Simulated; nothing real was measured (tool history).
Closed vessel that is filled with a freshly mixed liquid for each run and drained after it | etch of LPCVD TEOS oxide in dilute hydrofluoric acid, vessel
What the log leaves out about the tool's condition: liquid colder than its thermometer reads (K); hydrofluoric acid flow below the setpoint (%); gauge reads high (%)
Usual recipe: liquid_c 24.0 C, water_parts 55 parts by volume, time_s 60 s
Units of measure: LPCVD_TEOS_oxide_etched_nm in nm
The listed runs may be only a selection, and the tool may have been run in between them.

run,hour,liquid_c,water_parts,time_s,wafers since the last listed run,hours since the thermometer was replaced,hours since the hydrofluoric acid flow meter was replaced,hours since the gauge calibration,"read-back film thickness of the LPCVD TEOS oxide reference wafer, read on the same gauge (nm)",LPCVD_TEOS_oxide_etched_nm
1,0.0,21.5,55,75,0,82.4,193.7,1389.7,70.00,70.86
2,98.7,24.0,55,60,8268,181.1,292.4,1488.4,70.00,64.48
3,171.9,24.0,55,60,6132,254.3,365.6,1561.6,69.96,62.93
4,235.2,24.0,55,60,5303,317.6,428.9,1624.9,69.98,63.50
# hour 280.6: hydrofluoric acid flow meter replaced
5,311.2,24.0,55,60,6283,393.6,30.6,1700.9,69.99,61.92
6,407.4,24.0,55,60,8059,489.8,126.8,1797.1,70.01,61.02
7,458.6,24.0,55,60,4289,541.0,178.0,1848.3,70.01,62.18
8,564.5,24.0,55,60,8871,646.9,283.9,1954.2,69.99,61.79
9,669.8,24.0,55,60,8821,752.2,389.2,2059.5,69.99,61.80
10,736.3,24.0,55,60,5571,818.7,455.7,2126.0,70.02,61.40
# hour 802.0: hydrofluoric acid flow meter replaced
11,826.8,24.0,55,60,7497,909.2,24.8,2216.5,69.97,61.52
12,922.1,24.0,55,70,7983,1004.5,120.1,2311.8,70.02,71.95
# hour 924.2: gauge calibrated
13,1001.9,20.5,70,85,6685,1084.3,199.9,77.7,70.01,57.67
14,1061.1,24.0,55,60,4959,1143.5,259.1,136.9,69.97,59.83
15,1150.9,26.5,35,75,7523,1233.3,348.9,226.7,70.02,137.23
# hour 1313.9: hydrofluoric acid flow meter replaced
16,1392.4,24.0,55,60,20148,1474.8,78.5,468.2,70.01,60.07
17,1461.4,21.0,55,60,5780,1543.8,147.5,537.2,70.03,52.42
18,1547.2,24.0,45,35,7187,1629.6,233.3,623.0,70.00,42.82
19,1652.0,24.0,35,60,8779,1734.4,338.1,727.8,70.00,97.29
# hour 1691.3: thermometer replaced
20,1746.4,24.0,55,60,7824,55.1,432.5,822.2,70.02,63.75
21,1801.9,22.5,55,60,4649,110.6,488.0,877.7,70.02,59.52
# hour 1832.7: hydrofluoric acid flow meter replaced
22,1844.4,24.0,55,60,3476,153.1,11.7,920.2,70.03,62.46
23,1908.0,27.5,80,60,5328,216.7,75.3,983.8,70.01,48.27
24,2014.8,27.0,55,50,8947,323.5,182.1,1090.6,69.97,59.40
25,2118.6,28.0,55,30,8695,427.3,285.9,1194.4,70.00,37.51

Some steps in LPCVD_TEOS_oxide_etched_nm between neighbouring runs. How much of each would the tool show without its hidden state too (settings, what came in, random variation), and how much is left for the hidden state, with any gauge scatter that isn't in both results?
Run 14 -> 15: liquid_c 24.0 -> 26.5, water_parts 55 -> 35, time_s 60 -> 75. LPCVD_TEOS_oxide_etched_nm +77.40 nm: hidden state -4.37, all else +81.77.
Run 15 -> 16: liquid_c 26.5 -> 24.0, water_parts 35 -> 55, time_s 75 -> 60, hydrofluoric acid flow meter replaced. LPCVD_TEOS_oxide_etched_nm -77.16 nm: hidden state +3.61, all else -80.77.
Run 19 -> 20: water_parts 35 -> 55, thermometer replaced. LPCVD_TEOS_oxide_etched_nm -33.54 nm: hidden state +6.86, all else -40.40.
